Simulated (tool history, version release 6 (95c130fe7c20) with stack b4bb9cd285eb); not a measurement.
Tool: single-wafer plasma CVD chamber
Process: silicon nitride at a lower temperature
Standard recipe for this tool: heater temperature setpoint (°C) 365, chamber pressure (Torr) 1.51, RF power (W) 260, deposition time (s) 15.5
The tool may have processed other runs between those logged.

| run | hour | heater temperature setpoint (°C) | chamber pressure (Torr) | RF power (W) | deposition time (s) | wafers since the last listed run | hours since the last thermocouple change | hours since the last RF generator calibration | hours since the last manometer calibration | hours since the showerhead was replaced | hours since the gauge calibration | read-back reference wafer on the same gauge, thickness_nm | mean film thickness on the monitor wafer (angstrom) |
|---|---|---|---|---|---|---|---|---|---|---|---|---|---|
| 1 | 0 | 365 | 1.65 | 260 | 15.5 | 0 | 1046.9 | 1282.4 | 1212.4 | 2480.6 | 1054.3 | 15.248 | 143.14 |
| 2 | 46.3 | 365 | 1.65 | 260 | 15.5 | 1743 | 1093.2 | 1328.7 | 1258.7 | 2526.9 | 1100.6 | 15.208 | 142.78 |
| 3 | 134 | 365 | 1.51 | 260 | 15.5 | 3301 | 1180.9 | 1416.4 | 1346.4 | 2614.6 | 1188.3 | 15.184 | 137.77 |
| 4 | 182.3 | 365 | 1.51 | 260 | 15.5 | 1818 | 1229.2 | 1464.7 | 1394.7 | 2662.9 | 1236.6 | 15.144 | 140.26 |
| 5 | 255.9 | 365 | 1.51 | 260 | 15.5 | 2770 | 1302.8 | 1538.3 | 1468.3 | 2736.5 | 1310.2 | 15.26 | 137.1 |
| 6 | 330.1 | 356 | 1.51 | 260 | 15.5 | 2793 | 1377 | 1612.5 | 1542.5 | 2810.7 | 1384.4 | 15.203 | 137.87 |
| 7 | 375.6 | 356 | 1.51 | 260 | 15.5 | 1712 | 1422.5 | 1658 | 1588 | 2856.2 | 1429.9 | 15.179 | 138.44 |
| 8 | 437.6 | 356 | 1.51 | 260 | 15.5 | 2334 | 1484.5 | 1720 | 1650 | 2918.2 | 1491.9 | 15.208 | 137.22 |
|  | 448.2 | RF generator calibrated |
| 9 | 519.5 | 365 | 1.51 | 260 | 15.5 | 2782 | 1566.4 | 71.3 | 1731.9 | 3000.1 | 1573.8 | 15.207 | 146.2 |
| 10 | 567.8 | 374 | 1.51 | 280 | 15.5 | 1818 | 1614.7 | 119.6 | 1780.2 | 3048.4 | 1622.1 | 15.204 | 150.38 |
| 11 | 626.3 | 374 | 1.73 | 290 | 12.6 | 2202 | 1673.2 | 178.1 | 1838.7 | 3106.9 | 1680.6 | 15.164 | 129.2 |
|  | 649.8 | thermocouple changed; heater temperature recalibrated |
| 12 | 677.4 | 365 | 1.51 | 240 | 15.5 | 1622 | 27.6 | 229.2 | 1889.8 | 3158 | 1731.7 | 15.228 | 137.32 |
| 13 | 761.9 | 375 | 1.51 | 260 | 18 | 3181 | 112.1 | 313.7 | 1974.3 | 3242.5 | 1816.2 | 15.195 | 166.22 |
| 14 | 833.1 | 358 | 1.16 | 280 | 15.5 | 2680 | 183.3 | 384.9 | 2045.5 | 3313.7 | 1887.4 | 15.202 | 140.27 |
|  | 876.3 | gauge calibrated |
|  | 958.2 | capacitance manometer re-zeroed and calibrated |
| 15 | 1103.7 | 365 | 1.16 | 310 | 15.5 | 9886 | 453.9 | 655.5 | 145.5 | 3584.3 | 227.4 | 15.214 | 146.56 |
|  | 1111.8 | showerhead replaced |
| 16 | 1202 | 375 | 1.51 | 260 | 18 | 3399 | 552.2 | 753.8 | 243.8 | 90.2 | 325.7 | 15.215 | 165.14 |
| 17 | 1309.1 | 365 | 1.51 | 260 | 15.5 | 4032 | 659.3 | 860.9 | 350.9 | 197.3 | 432.8 | 15.261 | 141.07 |
| 18 | 1393.7 | 379 | 1.79 | 220 | 16.9 | 3185 | 743.9 | 945.5 | 435.5 | 281.9 | 517.4 | 15.207 | 144.96 |
| 19 | 1458.5 | 356 | 1.51 | 245 | 15.5 | 2439 | 808.7 | 1010.3 | 500.3 | 346.7 | 582.2 | 15.234 | 134.98 |

What was the tool's hidden state at every run in the log?
wafer temperature above the value expected at the setpoint (K): 0 on each run
true pressure above the setpoint (%): 0 on each run
gauge reads high (%): 0 on each run
H1: delivered RF power above the setpoint (%)
| run | H1 |
|---|---|
| 1 | -6.95 |
| 2 | -7.16 |
| 3 | -7.57 |
| 4 | -7.79 |
| 5 | -8.13 |
| 6 | -8.47 |
| 7 | -8.68 |
| 8 | -8.97 |
| 9 | -0.977 |
| 10 | -1.2 |
| 11 | -1.47 |
| 12 | -1.71 |
| 13 | -2.09 |
| 14 | -2.42 |
| 15 | -3.67 |
| 16 | -4.12 |
| 17 | -4.62 |
| 18 | -5.01 |
| 19 | -5.31 |
